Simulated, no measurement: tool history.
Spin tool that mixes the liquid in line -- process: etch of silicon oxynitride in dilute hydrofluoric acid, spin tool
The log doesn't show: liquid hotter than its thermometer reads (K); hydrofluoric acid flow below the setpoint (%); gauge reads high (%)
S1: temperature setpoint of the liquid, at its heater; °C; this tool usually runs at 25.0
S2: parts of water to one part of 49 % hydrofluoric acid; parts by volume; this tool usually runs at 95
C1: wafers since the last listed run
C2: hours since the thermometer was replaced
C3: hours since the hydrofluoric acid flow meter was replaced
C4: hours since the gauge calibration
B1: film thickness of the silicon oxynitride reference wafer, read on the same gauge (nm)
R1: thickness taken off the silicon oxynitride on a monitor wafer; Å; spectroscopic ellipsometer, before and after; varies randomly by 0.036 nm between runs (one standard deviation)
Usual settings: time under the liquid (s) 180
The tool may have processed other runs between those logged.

Run 1, hour 0.0: usual settings; C1 0; C2 186.6; C3 1220.5; C4 91.9; B1 49.994. Result: R1 36.99 Å.
Run 2, hour 58.8: usual settings; C1 383; C2 245.4; C3 1279.3; C4 150.7; B1 50.008. Result: R1 36.49 Å.
Run 3, hour 102.0: usual settings; C1 282; C2 288.6; C3 1322.5; C4 193.9; B1 50.000. Result: R1 36.25 Å.
Run 4, hour 160.0: usual settings; C1 378; C2 346.6; C3 1380.5; C4 251.9; B1 50.008. Result: R1 36.27 Å.
Run 5, hour 203.0: usual settings; C1 280; C2 389.6; C3 1423.5; C4 294.9; B1 49.993. Result: R1 36.44 Å.
Run 6, hour 261.6: usual settings but S1 27.5 °C; C1 382; C2 448.2; C3 1482.1; C4 353.5; B1 49.985. Result: R1 40.95 Å.
Run 7, hour 307.1: usual settings but S1 22.0 °C, S2 110 parts by volume; C1 297; C2 493.7; C3 1527.6; C4 399.0; B1 50.019. Result: R1 26.73 Å.
Run 8, hour 356.0: usual settings; C1 319; C2 542.6; C3 1576.5; C4 447.9; B1 49.999. Result: R1 36.56 Å.
Run 9, hour 383.6: usual settings but S1 21.0 °C; C1 180; C2 570.2; C3 1604.1; C4 475.5; B1 49.998. Result: R1 30.33 Å.
Run 10, hour 426.7: usual settings; C1 281; C2 613.3; C3 1647.2; C4 518.6; B1 49.999. Result: R1 36.09 Å.
Run 11, hour 471.9: usual settings but S1 22.5 °C, time under the liquid (s) 135; C1 295; C2 658.5; C3 1692.4; C4 563.8; B1 50.006. Result: R1 24.25 Å.
Run 12, hour 536.8: usual settings but S1 20.5 °C, S2 70 parts by volume, time under the liquid (s) 95; C1 423; C2 723.4; C3 1757.3; C4 628.7; B1 50.014. Result: R1 21.59 Å.
At hour 540.6: thermometer replaced.
At hour 540.8: hydrofluoric acid flow meter replaced.
Run 13, hour 578.3: usual settings but S1 27.5 °C, S2 60 parts by volume, time under the liquid (s) 275; C1 263; C2 37.7; C3 37.5; C4 670.2; B1 49.979. Result: R1 113.04 Å.
Run 14, hour 631.9: usual settings but time under the liquid (s) 85; C1 349; C2 91.3; C3 91.1; C4 723.8; B1 49.994. Result: R1 19.22 Å.
At hour 671.0: gauge calibrated.
Run 15, hour 678.8: usual settings; C1 306; C2 138.2; C3 138.0; C4 7.8; B1 50.009. Result: R1 40.19 Å.
Run 16, hour 710.6: usual settings but S1 21.0 °C; C1 207; C2 170.0; C3 169.8; C4 39.6; B1 49.980. Result: R1 33.24 Å.
Run 17, hour 741.4: usual settings but S1 23.5 °C, S2 50 parts by volume, time under the liquid (s) 240; C1 201; C2 200.8; C3 200.6; C4 70.4; B1 49.993. Result: R1 100.39 Å.
Run 18, hour 792.5: usual settings but S2 120 parts by volume; C1 333; C2 251.9; C3 251.7; C4 121.5; B1 49.978. Result: R1 31.46 Å.
Run 19, hour 836.8: usual settings but S1 21.5 °C; C1 289; C2 296.2; C3 296.0; C4 165.8; B1 50.008. Result: R1 34.29 Å.
Run 20, hour 877.3: usual settings; C1 264; C2 336.7; C3 336.5; C4 206.3; B1 49.986. Result: R1 40.50 Å.
Run 21, hour 919.4: usual settings; C1 274; C2 378.8; C3 378.6; C4 248.4; B1 50.027. Result: R1 40.33 Å.

Pick out some run-to-run changes in R1. Of each, how much would a tool without hidden state show as well, from the settings, what came in and chance, and how much is left for the hidden state and any gauge scatter not in both results compared?
Run 6 -> 7: S1 27.5 -> 22.0, S2 95 -> 110. R1 -14.22 Å: hidden state +1.74, all else -15.96.
Run 12 -> 13: S1 20.5 -> 27.5, S2 70 -> 60, time under the liquid (s) 95 -> 275, thermometer replaced, hydrofluoric acid flow meter replaced. R1 +91.45 Å: hidden state +1.81, all else +89.64.
Run 13 -> 14: S1 27.5 -> 25.0, S2 60 -> 95, time under the liquid (s) 275 -> 85. R1 -93.82 Å: hidden state +0.58, all else -94.40.

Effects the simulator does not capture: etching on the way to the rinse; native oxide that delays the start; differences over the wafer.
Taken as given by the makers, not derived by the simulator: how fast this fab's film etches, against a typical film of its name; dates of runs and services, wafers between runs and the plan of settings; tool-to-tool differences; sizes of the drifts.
